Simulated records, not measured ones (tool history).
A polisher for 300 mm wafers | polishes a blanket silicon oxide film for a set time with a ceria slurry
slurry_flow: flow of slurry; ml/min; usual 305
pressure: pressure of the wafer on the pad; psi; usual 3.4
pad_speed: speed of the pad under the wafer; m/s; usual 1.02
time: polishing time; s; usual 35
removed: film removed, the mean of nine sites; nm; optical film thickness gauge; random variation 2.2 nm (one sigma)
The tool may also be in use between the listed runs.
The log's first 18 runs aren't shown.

run	hour	slurry_flow	pressure	pad_speed	time	wafers since the last listed run	wafers polished on this pad	hours since the slurry nozzle was cleaned	hours since the head pressure was calibrated	incoming thickness of the incoming film, nm	removed
19	642.5	305	3.4	1.24	35	982	1535	250.8	228.4	1224.8	191.2
20	676.2	245	3.4	0.7	40	484	2019	284.5	262.1	1231.1	178.5
21	744.1	305	3.4	1.02	35	975	2994	352.4	330	1228.6	182
# hour 753.2: worn pad replaced by a new one
22	759.8	275	3.4	0.82	31	168	95	368.1	345.7	1238.2	149.6
23	792.1	375	2.8	0.7	40	464	559	400.4	378	1252.5	147.5
24	814.3	305	3.4	1.02	35	318	878	422.6	400.2	1242.4	183.1
25	834.2	305	4.1	1.22	43	285	1163	442.5	420.1	1241.1	288.3
26	850.4	305	3.4	1.02	44	232	1396	458.7	436.3	1229.5	227.6
27	885.3	305	3.8	1.02	44	501	1898	493.6	471.2	1224.1	259.6
# hour 906.9: head pressure recalibrated
28	909.1	305	3.4	1.02	35	313	2211	517.4	2.2	1236.5	154.3
# hour 937.3: worn pad replaced by a new one
29	940.2	220	3.4	1.18	35	389	41	548.5	33.3	1249.6	164.3
30	969.6	225	3.4	1.02	35	422	464	577.9	62.7	1239.9	155.8
31	1004.4	265	3.4	1.02	35	499	964	612.7	97.5	1259.4	164.3

5 ways to go on from here, each from the tool as it stands after run 31. What would each give?
A	1004.8	305	3.4	1.02	46	5	970	613.1	97.9	1224	?
B	1004.8	365	2.7	1.02	35	5	970	613.1	97.9	1224	?
C	1004.8	400	3	1.02	28	5	970	613.1	97.9	1224	?
D	1004.8	240	3.4	0.92	35	5	970	613.1	97.9	1224	?
E	1004.8	305	3	1.28	35	5	970	613.1	97.9	1224	?

run	removed
A	217
B	132.1
C	117.8
D	157.3
E	160.4
Without the tool's hidden state the same runs would have given:
run	removed
A	209.1
B	127.2
C	113.5
D	151.5
E	154.5

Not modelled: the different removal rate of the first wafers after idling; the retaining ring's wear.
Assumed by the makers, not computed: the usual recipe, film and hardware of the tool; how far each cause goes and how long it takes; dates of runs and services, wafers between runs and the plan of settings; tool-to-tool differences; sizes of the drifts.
